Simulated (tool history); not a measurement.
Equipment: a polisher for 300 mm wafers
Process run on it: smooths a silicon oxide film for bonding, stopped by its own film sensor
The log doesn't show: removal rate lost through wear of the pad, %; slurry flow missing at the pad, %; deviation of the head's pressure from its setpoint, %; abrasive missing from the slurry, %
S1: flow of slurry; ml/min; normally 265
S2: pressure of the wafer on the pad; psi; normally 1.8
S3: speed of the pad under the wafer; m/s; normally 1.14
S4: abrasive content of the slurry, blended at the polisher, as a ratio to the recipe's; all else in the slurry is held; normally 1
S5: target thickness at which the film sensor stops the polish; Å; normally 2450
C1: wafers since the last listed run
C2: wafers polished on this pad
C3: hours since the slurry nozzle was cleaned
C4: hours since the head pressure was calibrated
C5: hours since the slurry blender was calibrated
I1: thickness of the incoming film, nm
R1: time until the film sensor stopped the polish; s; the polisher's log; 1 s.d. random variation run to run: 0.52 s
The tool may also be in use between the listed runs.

run 1 hour=0 | S1=265 S2=1.8 S3=1.14 S4=1 S5=2450 | C1=0 C2=540 C3=179.3 C4=398.5 C5=169.1 | I1=280.6 | R1=43.3
-- hour=13 slurry blender recalibrated
run 2 hour=58.9 | S1=265 S2=1.8 S3=1.14 S4=1 S5=2450 | C1=709 C2=1250 C3=238.2 C4=457.4 C5=45.9 | I1=279.6 | R1=42.2
run 3 hour=87.9 | S1=265 S2=1.8 S3=1.14 S4=1 S5=2450 | C1=361 C2=1611 C3=267.2 C4=486.4 C5=74.9 | I1=274.9 | R1=36.2
-- hour=128.7 worn pad replaced by a new one
run 4 hour=129.2 | S1=265 S2=1.8 S3=1.14 S4=1 S5=2450 | C1=465 C2=5 C3=308.5 C4=527.7 C5=116.2 | I1=281.7 | R1=44.8
run 5 hour=149.7 | S1=265 S2=1.8 S3=1.14 S4=1 S5=2450 | C1=255 C2=261 C3=329 C4=548.2 C5=136.7 | I1=280 | R1=41.3
-- hour=170.8 slurry blender recalibrated
run 6 hour=191.2 | S1=265 S2=1.8 S3=1.14 S4=1 S5=2450 | C1=492 C2=753 C3=370.5 C4=589.7 C5=20.4 | I1=283.6 | R1=46.6
run 7 hour=241.4 | S1=265 S2=1.8 S3=1.14 S4=1 S5=2450 | C1=625 C2=1379 C3=420.7 C4=639.9 C5=70.6 | I1=285.3 | R1=47.8
-- hour=276.7 worn pad replaced by a new one
run 8 hour=277.2 | S1=265 S2=1.8 S3=1.14 S4=0.95 S5=2450 | C1=396 C2=6 C3=456.5 C4=675.7 C5=106.4 | I1=276 | R1=38.4
run 9 hour=309.4 | S1=265 S2=2.2 S3=0.74 S4=1 S5=2410 | C1=401 C2=407 C3=488.7 C4=707.9 C5=138.6 | I1=276.9 | R1=43.5
-- hour=314.2 slurry blender recalibrated
-- hour=322.9 head pressure recalibrated
-- hour=340.5 slurry nozzle cleaned
run 10 hour=367.1 | S1=265 S2=1.8 S3=1.14 S4=1 S5=2450 | C1=657 C2=1064 C3=26.6 C4=44.2 C5=52.9 | I1=282.3 | R1=45.9
run 11 hour=399.9 | S1=170 S2=2 S3=1.44 S4=1.25 S5=2450 | C1=408 C2=1473 C3=59.4 C4=77 C5=85.7 | I1=276.2 | R1=28.6
-- hour=428.2 worn pad replaced by a new one
run 12 hour=428.7 | S1=265 S2=1.8 S3=1.14 S4=1 S5=2450 | C1=309 C2=5 C3=88.2 C4=105.8 C5=114.5 | I1=280.3 | R1=43.3
-- hour=483.8 slurry blender recalibrated
run 13 hour=484.3 | S1=265 S2=1.2 S3=1.14 S4=1 S5=2450 | C1=668 C2=674 C3=143.8 C4=161.4 C5=0.5 | I1=276.4 | R1=54.4
run 14 hour=528.9 | S1=315 S2=1.5 S3=1.14 S4=1.1 S5=2360 | C1=556 C2=1230 C3=188.4 C4=206 C5=45.1 | I1=274.1 | R1=51
run 15 hour=558 | S1=265 S2=1.8 S3=1.14 S4=1 S5=2450 | C1=362 C2=1592 C3=217.5 C4=235.1 C5=74.2 | I1=278.4 | R1=41.3
-- hour=581.7 worn pad replaced by a new one
-- hour=648.4 slurry blender recalibrated
run 16 hour=725.3 | S1=355 S2=1.8 S3=1.14 S4=1.2 S5=2450 | C1=2010 C2=1765 C3=384.8 C4=402.4 C5=76.9 | I1=278 | R1=35.7
-- hour=737.1 worn pad replaced by a new one
-- hour=789.9 slurry blender recalibrated
run 17 hour=790.8 | S1=265 S2=1.8 S3=1.5 S4=0.7 S5=2410 | C1=741 C2=644 C3=450.3 C4=467.9 C5=0.9 | I1=281.9 | R1=58.2

Predict each of these 4 candidate next runs independently; none follows another, all start after run 17:
run A hour=791.2 | S1=265 S2=1.8 S3=1.14 S4=1 S5=2450 | C1=4 C2=649 C3=450.7 C4=468.3 C5=1.3 | I1=280.9 | R1=?
run B hour=791.2 | S1=265 S2=1.5 S3=1.14 S4=1 S5=2450 | C1=4 C2=649 C3=450.7 C4=468.3 C5=1.3 | I1=280.9 | R1=?
run C hour=791.2 | S1=180 S2=1.8 S3=1.42 S4=1 S5=2450 | C1=4 C2=649 C3=450.7 C4=468.3 C5=1.3 | I1=280.9 | R1=?
run D hour=791.2 | S1=310 S2=1.8 S3=1.14 S4=0.9 S5=2450 | C1=4 C2=649 C3=450.7 C4=468.3 C5=1.3 | I1=280.9 | R1=?

run=A R1=43.9
run=B R1=51.5
run=C R1=41.8
run=D R1=46.3
Had the tool no hidden state, the same runs would have come out as:
run=A R1=43.7
run=B R1=51.2
run=C R1=40.6
run=D R1=46.4
